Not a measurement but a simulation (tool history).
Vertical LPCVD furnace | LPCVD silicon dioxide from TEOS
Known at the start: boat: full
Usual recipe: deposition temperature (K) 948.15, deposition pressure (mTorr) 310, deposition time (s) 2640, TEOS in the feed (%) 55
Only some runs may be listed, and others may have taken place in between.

| run | hour | deposition temperature (K) | deposition pressure (mTorr) | deposition time (s) | TEOS in the feed (%) | read-back reference wafer on the same gauge, thickness | film thickness on the monitor wafer in the middle of the boat (Å) |
|---|---|---|---|---|---|---|---|
| 1 | 0.0 | 948.15 | 310 | 2640 | 55 | 147.05 | 1576.2 |
| 2 | 74.1 | 948.15 | 310 | 2640 | 55 | 146.83 | 1587.1 |
| 3 | 140.3 | 948.15 | 310 | 2640 | 55 | 147.09 | 1598.0 |
| 4 | 194.4 | 948.15 | 310 | 2640 | 55 | 147.15 | 1590.3 |
| 5 | 284.9 | 948.15 | 310 | 2640 | 55 | 147.09 | 1591.4 |
| 6 | 365.2 | 948.15 | 310 | 2640 | 55 | 146.92 | 1591.2 |
| 7 | 417.3 | 948.15 | 310 | 2640 | 55 | 147.08 | 1596.1 |
| 8 | 495.1 | 948.15 | 310 | 2100 | 55 | 146.97 | 1271.8 |
| 9 | 539.9 | 948.15 | 310 | 2100 | 55 | 146.84 | 1270.3 |
| 10 | 633.7 | 948.15 | 310 | 2100 | 55 | 146.99 | 1269.6 |
| 11 | 713.2 | 948.15 | 310 | 2640 | 55 | 147.03 | 1587.7 |
| 12 | 758.1 | 948.15 | 310 | 2010 | 55 | 147.03 | 1216.0 |
| 13 | 865.2 | 948.15 | 310 | 2640 | 55 | 147.12 | 1591.5 |
| 14 | 946.7 | 948.15 | 310 | 2640 | 55 | 146.98 | 1605.5 |
| 15 | 1040.2 | 948.15 | 310 | 2640 | 52 | 147.02 | 1552.4 |
| 16 | 1240.8 | 948.15 | 310 | 2640 | 55 | 146.97 | 1601.3 |
| 17 | 1333.8 | 942.15 | 310 | 2640 | 62 | 147.04 | 1461.3 |
|  | 1348.2 | gauge calibrated |
| 18 | 1370.3 | 957.15 | 245 | 2220 | 61 | 146.88 | 1559.8 |
|  | 1420.5 | TEOS flow controller replaced |
| 19 | 1471.7 | 948.15 | 385 | 1920 | 55 | 146.84 | 1298.6 |
| 20 | 1577.2 | 948.15 | 310 | 2640 | 55 | 146.86 | 1607.5 |
|  | 1607.6 | thermocouples replaced and temperature profile calibrated |
| 21 | 1665.1 | 948.15 | 310 | 3660 | 55 | 146.94 | 2111.1 |
| 22 | 1738.7 | 948.15 | 310 | 2220 | 55 | 146.96 | 1285.9 |
| 23 | 1782.8 | 948.15 | 310 | 2640 | 55 | 147.01 | 1526.5 |
| 24 | 1875.8 | 948.15 | 310 | 2340 | 45 | 146.95 | 1233.1 |
|  | 1915.5 | pressure gauge zeroed |
| 25 | 1928.7 | 959.15 | 340 | 2130 | 46 | 146.93 | 1543.2 |
| 26 | 2212.9 | 948.15 | 310 | 2640 | 55 | 146.87 | 1545.7 |
| 27 | 2284.4 | 948.15 | 310 | 2910 | 47 | 147.03 | 1580.3 |

Forecast run 28:
| 28 | 2349.0 | 948.15 | 310 | 1770 | 55 | ? | ? |

{"run 28": {"read-back reference wafer on the same gauge, thickness": 146.85, "film thickness on the monitor wafer in the middle of the boat (Å)": 1042.3}}
Without the tool's hidden state the same run would have given film thickness on the monitor wafer in the middle of the boat (Å) 1014.6.
